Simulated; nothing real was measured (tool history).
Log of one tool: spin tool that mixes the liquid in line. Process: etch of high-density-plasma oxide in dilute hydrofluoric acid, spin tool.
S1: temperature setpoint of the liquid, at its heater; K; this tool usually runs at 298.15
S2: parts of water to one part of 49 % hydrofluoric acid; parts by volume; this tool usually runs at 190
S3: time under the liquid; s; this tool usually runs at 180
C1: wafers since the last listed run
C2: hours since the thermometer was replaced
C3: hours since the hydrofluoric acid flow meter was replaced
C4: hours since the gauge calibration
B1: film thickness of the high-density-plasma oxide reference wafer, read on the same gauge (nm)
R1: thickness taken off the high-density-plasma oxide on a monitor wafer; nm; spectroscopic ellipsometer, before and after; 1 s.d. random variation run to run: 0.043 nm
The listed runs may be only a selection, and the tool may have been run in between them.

run	day	S1	S2	S3	C1	C2	C3	C4	B1	R1
1	0.000	298.15	190	180	0	362.6	394.7	660.4	79.995	4.788
# day 0.146: hydrofluoric acid flow meter replaced
2	3.267	298.15	190	180	541	441.0	74.9	738.8	80.019	4.666
3	4.867	298.15	190	180	268	479.4	113.3	777.2	80.005	4.691
4	7.425	298.15	190	180	429	540.8	174.7	838.6	80.027	4.765
5	10.767	298.15	190	180	561	621.0	254.9	918.8	80.003	4.851
6	14.362	298.15	125	225	603	707.3	341.2	1005.1	80.000	10.098
7	18.796	298.15	125	225	744	813.7	447.6	1111.5	79.996	10.037
# day 19.333: thermometer replaced
# day 21.371: hydrofluoric acid flow meter replaced
8	22.825	298.15	125	225	662	83.8	34.9	1208.2	79.988	9.367
9	24.446	298.15	190	180	272	122.7	73.8	1247.1	80.006	4.598
10	27.829	298.15	190	180	568	203.9	155.0	1328.3	80.006	4.744
11	32.304	302.65	215	180	751	311.3	262.4	1435.7	79.989	4.856
12	35.608	296.65	190	245	554	390.6	341.7	1515.0	79.990	6.294
# day 36.242: gauge calibrated
13	37.279	298.15	100	180	280	430.7	381.8	24.9	80.003	10.145
# day 39.625: hydrofluoric acid flow meter replaced
14	40.096	298.15	235	85	466	498.3	11.3	92.5	79.996	1.689
15	43.554	295.15	260	180	580	581.3	94.3	175.5	80.012	2.850
16	47.446	296.65	105	180	653	674.7	187.7	268.9	79.992	8.904
17	50.229	298.15	190	180	467	741.5	254.5	335.7	79.978	4.767
18	52.358	298.15	190	180	357	792.6	305.6	386.8	79.989	4.763
# day 52.679: thermometer replaced
19	55.938	294.65	190	180	594	78.2	391.5	472.7	80.022	4.303
20	58.050	301.65	110	260	354	128.9	442.2	523.4	79.983	15.128
# day 58.554: hydrofluoric acid flow meter replaced
21	60.938	296.65	240	245	477	198.2	57.2	592.7	79.993	4.455

Below are 3 alternative next runs, each starting from the tool's condition after run 21. Predict each:
A	60.958	298.15	190	180	3	198.7	57.7	593.2	?	?
B	60.958	302.65	190	180	3	198.7	57.7	593.2	?	?
C	60.958	298.15	190	220	3	198.7	57.7	593.2	?	?

run	B1	R1
A	80.004	4.693
B	80.004	5.517
C	80.004	5.736
Without the tool's unlogged condition, the same runs would have read:
run	R1
A	4.653
B	5.469
C	5.687
